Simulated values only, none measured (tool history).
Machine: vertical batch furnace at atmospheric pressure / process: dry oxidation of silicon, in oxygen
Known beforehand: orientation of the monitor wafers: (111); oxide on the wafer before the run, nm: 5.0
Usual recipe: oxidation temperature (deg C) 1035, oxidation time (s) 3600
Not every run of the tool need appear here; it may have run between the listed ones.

run    hour  oxidation temperature (deg C)  oxidation time (s)  wafers since the last listed run  hours since the last temperature calibration  hours since the boat lift was adjusted  hours since the gauge calibration  read-back reference wafer on the same gauge, thickness  oxide thickness on the monitor wafer (Å)
  1     0.0                           1023                3600                                 0                                        2017.5                                  2161.7                             2599.5                                                   82.86                                     793.7
  2    70.7                           1035                3600                              1401                                        2088.2                                  2232.4                             2670.2                                                   82.87                                     864.6
  3   112.0                           1035                3600                               818                                        2129.5                                  2273.7                             2711.5                                                   82.93                                     854.1
  4   213.5                           1035                3600                              2011                                        2231.0                                  2375.2                             2813.0                                                   82.90                                     856.1
  5   309.1                           1035                3600                              1894                                        2326.6                                  2470.8                             2908.6                                                   82.88                                     854.3
  6   367.6                           1035                4710                              1159                                        2385.1                                  2529.3                             2967.1                                                   82.90                                    1013.7
  7   408.4                           1035                4710                               808                                        2425.9                                  2570.1                             3007.9                                                   82.87                                    1012.0
  8   469.6                           1035                3600                              1212                                        2487.1                                  2631.3                             3069.1                                                   82.94                                     858.6
      479.5  -- gauge calibrated
  9   505.7                           1035                3600                               715                                        2523.2                                  2667.4                               26.2                                                   82.87                                     855.0
 10   608.5                           1035                3600                              2037                                        2626.0                                  2770.2                              129.0                                                   82.95                                     858.7
 11   701.9                           1052                3600                              1850                                        2719.4                                  2863.6                              222.4                                                   82.85                                     944.5
 12   795.5                           1035                3600                              1854                                        2813.0                                  2957.2                              316.0                                                   82.95                                     849.8
 13   858.9                           1035                2280                              1256                                        2876.4                                  3020.6                              379.4                                                   82.90                                     639.2
      930.1  -- thermocouples replaced and temperature profile calibrated
 14   930.6                           1035                2280                               945                                           0.5                                  3092.3                              451.1                                                   82.90                                     641.0
 15  1071.1                           1044                4320                              2784                                         141.0                                  3232.8                              591.6                                                   82.89                                    1004.5
 16  1126.4                           1017                2340                              1095                                         196.3                                  3288.1                              646.9                                                   82.89                                     572.9
 17  1178.8                           1035                4530                              1038                                         248.7                                  3340.5                              699.3                                                   82.90                                     982.7
 18  1227.8                           1023                4170                               971                                         297.7                                  3389.5                              748.3                                                   82.96                                     864.1
 19  1298.1                           1035                3060                              1393                                         368.0                                  3459.8                              818.6                                                   82.90                                     762.5
 20  1342.0                           1035                4050                               869                                         411.9                                  3503.7                              862.5                                                   82.88                                     916.3
 21  1388.6                           1013                5160                               923                                         458.5                                  3550.3                              909.1                                                   82.85                                     923.1
 22  1428.1                           1059                2730                               782                                         498.0                                  3589.8                              948.6                                                   82.89                                     823.6
 23  1509.9                           1042                2430                              1621                                         579.8                                  3671.6                             1030.4                                                   82.95                                     690.6
     1595.3  -- boat lift adjusted
 24  1595.8                           1014                3600                              1226                                         665.7                                     0.5                             1116.3                                                   82.92                                     754.6
 25  1669.1                           1035                3600                              1452                                         739.0                                    73.8                             1189.6                                                   82.88                                     865.8
 26  1745.6                           1035                3600                              1515                                         815.5                                   150.3                             1266.1                                                   82.89                                     866.2
 27  1783.0                           1014                2790                               741                                         852.9                                   187.7                             1303.5                                                   82.86                                     637.5
 28  1868.9                           1014                3600                              1702                                         938.8                                   273.6                             1389.4                                                   82.89                                     752.6
 29  1952.4                           1028                3600                              1654                                        1022.3                                   357.1                             1472.9                                                   82.93                                     827.2
 30  2018.2                           1019                2940                              1303                                        1088.1                                   422.9                             1538.7                                                   82.89                                     684.6
 31  2077.7                           1035                3600                              1179                                        1147.6                                   482.4                             1598.2                                                   82.86                                     868.7
 32  2144.0                           1035                3600                              1313                                        1213.9                                   548.7                             1664.5                                                   82.86                                     862.6
 33  2185.4                           1035                1950                               820                                        1255.3                                   590.1                             1705.9                                                   82.92                                     584.8
 34  2290.8                           1043                3600                              2088                                        1360.7                                   695.5                             1811.3                                                   82.95                                     904.4
 35  2361.6                           1012                3600                              1403                                        1431.5                                   766.3                             1882.1                                                   82.86                                     743.1
 36  2439.7                           1035                3600                              1547                                        1509.6                                   844.4                             1960.2                                                   82.92                                     867.4
 37  2486.8                           1035                3600                               933                                        1556.7                                   891.5                             2007.3                                                   82.97                                     864.9
 38  2570.8                           1021                3600                              1664                                        1640.7                                   975.5                             2091.3                                                   82.92                                     794.8

What if the next run were any one of these 5? Each begins from the tool's condition after run 38:
  A  2575.0                           1035                3600                                83                                        1644.9                                   979.7                             2095.5                                                       ?                                         ?
  B  2575.0                           1043                4350                                83                                        1644.9                                   979.7                             2095.5                                                       ?                                         ?
  C  2575.0                           1015                3600                                83                                        1644.9                                   979.7                             2095.5                                                       ?                                         ?
  D  2575.0                           1035                2850                                83                                        1644.9                                   979.7                             2095.5                                                       ?                                         ?
  E  2575.0                           1047                5400                                83                                        1644.9                                   979.7                             2095.5                                                       ?                                         ?

run  read-back reference wafer on the same gauge, thickness  oxide thickness on the monitor wafer (Å)
  A                                                   82.96                                     862.2
  B                                                   82.96                                    1017.3
  C                                                   82.96                                     757.4
  D                                                   82.96                                     743.7
  E                                                   82.96                                    1190.3
What these runs would have given with no unlogged condition in the tool:
run  oxide thickness on the monitor wafer (Å)
  A                                     865.1
  B                                    1020.6
  C                                     760.5
  D                                     746.2
  E                                    1194.1

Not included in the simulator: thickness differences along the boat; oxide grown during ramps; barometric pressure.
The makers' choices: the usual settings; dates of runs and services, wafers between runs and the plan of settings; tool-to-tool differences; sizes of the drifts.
